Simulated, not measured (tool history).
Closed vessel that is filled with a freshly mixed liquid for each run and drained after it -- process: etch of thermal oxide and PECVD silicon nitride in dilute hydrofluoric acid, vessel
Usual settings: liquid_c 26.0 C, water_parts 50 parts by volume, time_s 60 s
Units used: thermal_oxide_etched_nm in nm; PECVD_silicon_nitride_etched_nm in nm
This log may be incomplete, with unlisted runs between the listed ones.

run    hour  liquid_c  water_parts  time_s  read-back film thickness of the thermal oxide reference wafer, read on the same gauge (nm)  read-back film thickness of the PECVD silicon nitride reference wafer, read on the same gauge (nm)  thermal_oxide_etched_nm  PECVD_silicon_nitride_etched_nm
  1     0.0      26.0           50      60                                                                                       31.48                                                                                             136.321                     7.04                            2.490
  2    69.6      26.0           50      60                                                                                       31.53                                                                                             136.450                     7.02                            2.549
      128.5  -- hydrofluoric acid flow meter replaced
  3   131.0      26.0           50      60                                                                                       31.51                                                                                             136.581                     6.94                            2.513
  4   169.4      26.0           50      60                                                                                       31.51                                                                                             136.609                     6.93                            2.502
  5   238.2      26.0           50      60                                                                                       31.54                                                                                             136.710                     7.04                            2.527
  6   291.7      26.0           50      60                                                                                       31.59                                                                                             136.806                     7.06                            2.504
  7   350.8      26.0           50      60                                                                                       31.56                                                                                             136.891                     7.04                            2.511
  8   399.1      26.0           50      60                                                                                       31.64                                                                                             136.885                     6.96                            2.536
      418.0  -- thermometer replaced
  9   454.4      24.0           50      30                                                                                       31.58                                                                                             136.970                     3.23                            1.095
      468.0  -- gauge calibrated
 10   507.0      26.0           65      40                                                                                       30.30                                                                                             131.141                     3.40                            1.233
 11   560.1      26.0           50      60                                                                                       30.38                                                                                             131.760                     6.73                            2.381
 12   599.8      22.0           30      95                                                                                       30.51                                                                                             132.151                    15.63                            4.833
 13   661.3      27.5           25      45                                                                                       30.66                                                                                             132.750                    11.18                            3.953
 14   701.7      28.0           70      60                                                                                       30.68                                                                                             133.050                     5.15                            1.990
 15   746.3      28.5           70      90                                                                                       30.81                                                                                             133.446                     7.83                            3.118
 16   800.8      26.0           50      60                                                                                       30.92                                                                                             133.841                     6.81                            2.444
 17   870.6      26.0           50      60                                                                                       31.02                                                                                             134.298                     6.83                            2.464
 18   932.0      26.0           35      85                                                                                       31.06                                                                                             134.659                    14.18                            4.909
 19   963.2      26.0           30      60                                                                                       31.15                                                                                             134.820                    11.92                            4.023
 20   998.6      26.0           50      60                                                                                       31.17                                                                                             135.008                     6.99                            2.485
 21  1063.1      30.0           70      85                                                                                       31.20                                                                                             135.316                     8.00                            3.238
 22  1103.1      26.0           50      60                                                                                       31.25                                                                                             135.487                     6.98                            2.491
 23  1141.8      26.0           50      60                                                                                       31.30                                                                                             135.637                     6.87                            2.488
 24  1181.5      26.0           50      60                                                                                       31.33                                                                                             135.797                     6.90                            2.454
 25  1208.6      26.0           40      60                                                                                       31.32                                                                                             135.868                     8.90                            3.143

Measured less the same run without the tool's hidden state. The same run-to-run variation is in both; the gauge's scatter may not be:
The hidden state here: liquid hotter than its thermometer reads (K); hydrofluoric acid flow above the setpoint (%); gauge reads high (%).
run  thermal_oxide_etched_nm  PECVD_silicon_nitride_etched_nm
  1                    +0.33                           +0.116
  2                    +0.33                           +0.121
  3                    +0.33                           +0.120
  4                    +0.34                           +0.121
  5                    +0.35                           +0.124
  6                    +0.35                           +0.125
  7                    +0.36                           +0.126
  8                    +0.35                           +0.128
  9                    +0.17                           +0.055
 10                    +0.03                           +0.011
 11                    +0.09                           +0.032
 12                    +0.26                           +0.078
 13                    +0.23                           +0.081
 14                    +0.12                           +0.046
 15                    +0.20                           +0.080
 16                    +0.19                           +0.070
 17                    +0.22                           +0.079
 18                    +0.49                           +0.170
 19                    +0.42                           +0.144
 20                    +0.26                           +0.092
 21                    +0.32                           +0.127
 22                    +0.28                           +0.100
 23                    +0.29                           +0.104
 24                    +0.29                           +0.104
 25                    +0.39                           +0.136
